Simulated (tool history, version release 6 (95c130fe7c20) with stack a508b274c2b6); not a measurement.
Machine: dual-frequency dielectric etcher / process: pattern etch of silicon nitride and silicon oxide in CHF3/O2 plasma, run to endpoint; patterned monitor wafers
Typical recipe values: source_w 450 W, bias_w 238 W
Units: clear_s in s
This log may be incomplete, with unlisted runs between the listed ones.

run,day,source_w,bias_w,"incoming incoming film thickness, nm",clear_s
1,0.000,450,238,206.5,118.1
2,1.550,450,238,208.0,118.4
3,6.021,450,265,209.5,113.3
# day 7.875: wet clean of the chamber
4,9.412,450,265,209.3,120.1
5,11.512,450,265,209.6,119.4
6,14.821,450,209,210.8,129.9
# day 15.496: source power generator calibrated
7,16.958,450,209,211.2,127.1
8,20.412,450,209,208.2,124.9
9,22.362,450,238,211.6,120.7
10,25.612,450,238,212.5,120.6
11,29.088,450,238,209.4,118.4
12,33.221,450,238,210.0,118.3
# day 36.088: wet clean of the chamber
13,36.108,450,238,211.7,124.5
14,37.633,530,207,209.0,121.7
15,39.712,450,238,210.7,123.7
16,42.292,450,193,210.0,132.6
17,46.288,400,190,209.0,136.0
18,50.617,450,255,209.5,117.6
19,53.708,410,281,208.4,116.1
20,56.358,400,185,209.1,136.1
# day 60.758: upper electrode replaced
# day 61.046: wet clean of the chamber
21,61.067,500,187,208.2,129.6
# day 63.404: bias power generator calibrated
22,63.758,560,206,208.4,120.0
23,67.750,510,195,209.0,125.6
24,70.496,410,217,208.8,129.2
25,73.325,360,197,211.1,141.5
26,75.671,450,238,211.3,122.0
27,79.342,510,278,208.8,108.7
28,81.258,510,278,209.5,107.9
# day 85.833: wet clean of the chamber
29,85.854,410,281,209.2,121.2
30,87.400,510,196,209.5,127.8
31,91.850,400,202,208.5,136.2
32,94.242,420,258,212.3,124.5
33,96.054,560,221,208.8,116.5
34,99.554,550,297,208.3,104.7
35,103.092,450,238,208.6,120.4

Each run again, without the hidden state but with its own random variation kept:
Unlogged tool condition in this case: etch rate over this chamber's usual, %; source power that arrives over what is set, %; bias power that arrives over what is set, %.
run,clear_s
1,121.8
2,122.5
3,118.1
4,119.1
5,118.9
6,129.9
7,129.7
8,128.2
9,124.3
10,124.9
11,123.3
12,124.0
13,124.0
14,121.5
15,123.9
16,133.5
17,137.8
18,120.1
19,119.2
20,140.3
21,128.5
22,119.5
23,125.9
24,130.2
25,143.2
26,124.0
27,111.1
28,110.7
29,119.2
30,126.0
31,135.3
32,124.2
33,116.5
34,105.4
35,121.9

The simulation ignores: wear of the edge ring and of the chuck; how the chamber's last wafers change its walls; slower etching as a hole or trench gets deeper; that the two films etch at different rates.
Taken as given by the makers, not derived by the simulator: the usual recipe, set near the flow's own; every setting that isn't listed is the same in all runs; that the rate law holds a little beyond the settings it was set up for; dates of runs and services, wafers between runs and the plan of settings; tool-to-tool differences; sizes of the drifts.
